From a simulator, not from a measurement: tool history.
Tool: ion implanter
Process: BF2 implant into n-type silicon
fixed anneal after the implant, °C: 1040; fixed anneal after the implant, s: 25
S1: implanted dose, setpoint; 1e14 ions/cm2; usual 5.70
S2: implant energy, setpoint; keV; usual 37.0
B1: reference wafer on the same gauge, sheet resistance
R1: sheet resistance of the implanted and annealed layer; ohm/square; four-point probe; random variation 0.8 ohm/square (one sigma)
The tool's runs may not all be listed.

run 1 hour=0.0 | S1=5.23 S2=37.0 | B1=204.92 | R1=221.10
run 2 hour=31.9 | S1=5.70 S2=37.0 | B1=204.98 | R1=205.94
run 3 hour=62.9 | S1=5.70 S2=37.0 | B1=205.10 | R1=206.30
run 4 hour=95.0 | S1=5.70 S2=37.0 | B1=204.97 | R1=207.51
run 5 hour=107.2 | S1=5.70 S2=37.0 | B1=204.93 | R1=207.60
run 6 hour=132.0 | S1=5.70 S2=37.0 | B1=205.04 | R1=207.83
run 7 hour=149.4 | S1=5.70 S2=37.0 | B1=205.11 | R1=206.86
run 8 hour=176.1 | S1=6.51 S2=28.5 | B1=205.05 | R1=188.74
run 9 hour=196.6 | S1=6.51 S2=28.5 | B1=204.95 | R1=189.89
-- hour=204.9 gauge calibrated
run 10 hour=210.3 | S1=6.51 S2=28.5 | B1=205.04 | R1=190.40
run 11 hour=227.5 | S1=5.70 S2=37.0 | B1=204.94 | R1=207.06
run 12 hour=244.9 | S1=5.70 S2=37.0 | B1=204.90 | R1=206.47
run 13 hour=272.7 | S1=5.70 S2=37.0 | B1=204.98 | R1=207.96
run 14 hour=366.7 | S1=5.70 S2=37.0 | B1=205.08 | R1=207.70
-- hour=375.0 extraction supply calibrated
run 15 hour=386.2 | S1=5.70 S2=37.0 | B1=204.99 | R1=206.92
run 16 hour=405.3 | S1=5.70 S2=48.5 | B1=205.12 | R1=203.05
run 17 hour=434.6 | S1=5.70 S2=37.0 | B1=205.00 | R1=207.99
run 18 hour=470.0 | S1=4.48 S2=42.5 | B1=205.11 | R1=254.14
run 19 hour=484.7 | S1=5.70 S2=37.0 | B1=205.14 | R1=209.04
run 20 hour=510.3 | S1=6.43 S2=25.5 | B1=205.01 | R1=196.07
run 21 hour=573.9 | S1=6.63 S2=43.0 | B1=204.92 | R1=180.01
run 22 hour=593.7 | S1=4.12 S2=28.5 | B1=205.00 | R1=282.70
run 23 hour=620.7 | S1=7.21 S2=37.0 | B1=204.96 | R1=171.01
-- hour=648.6 Faraday cup replaced and dose calibrated
run 24 hour=649.1 | S1=5.70 S2=37.0 | B1=205.10 | R1=207.01
run 25 hour=664.3 | S1=5.70 S2=37.0 | B1=205.00 | R1=206.32
run 26 hour=678.9 | S1=6.33 S2=37.0 | B1=204.95 | R1=189.15
run 27 hour=709.7 | S1=5.70 S2=37.0 | B1=205.04 | R1=206.45
run 28 hour=724.3 | S1=5.70 S2=45.5 | B1=205.03 | R1=204.86
run 29 hour=740.3 | S1=4.19 S2=47.5 | B1=204.90 | R1=264.73
run 30 hour=806.6 | S1=7.07 S2=44.5 | B1=204.81 | R1=167.98
run 31 hour=825.2 | S1=4.23 S2=37.0 | B1=204.95 | R1=268.37
run 32 hour=837.9 | S1=6.63 S2=43.0 | B1=205.00 | R1=178.49
run 33 hour=865.9 | S1=4.54 S2=30.0 | B1=205.03 | R1=255.36
run 34 hour=878.0 | S1=5.70 S2=37.0 | B1=204.91 | R1=207.46
run 35 hour=897.5 | S1=6.26 S2=30.0 | B1=204.91 | R1=193.83
run 36 hour=918.2 | S1=5.70 S2=37.0 | B1=205.04 | R1=208.06
run 37 hour=944.3 | S1=5.70 S2=44.0 | B1=205.12 | R1=205.27

Measured less the same run without the tool's hidden state. The same run-to-run variation is in both; the gauge's scatter may not be:
The hidden state here: deviation of the true dose from the Faraday cup's reading, %; deviation of the true energy from its setpoint, %; gauge reads high (%).
run=1 R1=+0.16
run=2 R1=+0.21
run=3 R1=+0.28
run=4 R1=+0.36
run=5 R1=+0.39
run=6 R1=+0.46
run=7 R1=+0.51
run=8 R1=+0.52
run=9 R1=+0.59
run=10 R1=+0.63
run=11 R1=+0.78
run=12 R1=+0.84
run=13 R1=+0.96
run=14 R1=+1.39
run=15 R1=+1.48
run=16 R1=+1.57
run=17 R1=+1.75
run=18 R1=+2.32
run=19 R1=+2.05
run=20 R1=+1.94
run=21 R1=+2.34
run=22 R1=+3.67
run=23 R1=+2.43
run=24 R1=+0.68
run=25 R1=+0.68
run=26 R1=+0.63
run=27 R1=+0.69
run=28 R1=+0.70
run=29 R1=+0.87
run=30 R1=+0.66
run=31 R1=+1.02
run=32 R1=+0.75
run=33 R1=+1.07
run=34 R1=+0.91
run=35 R1=+0.87
run=36 R1=+1.00
run=37 R1=+1.06
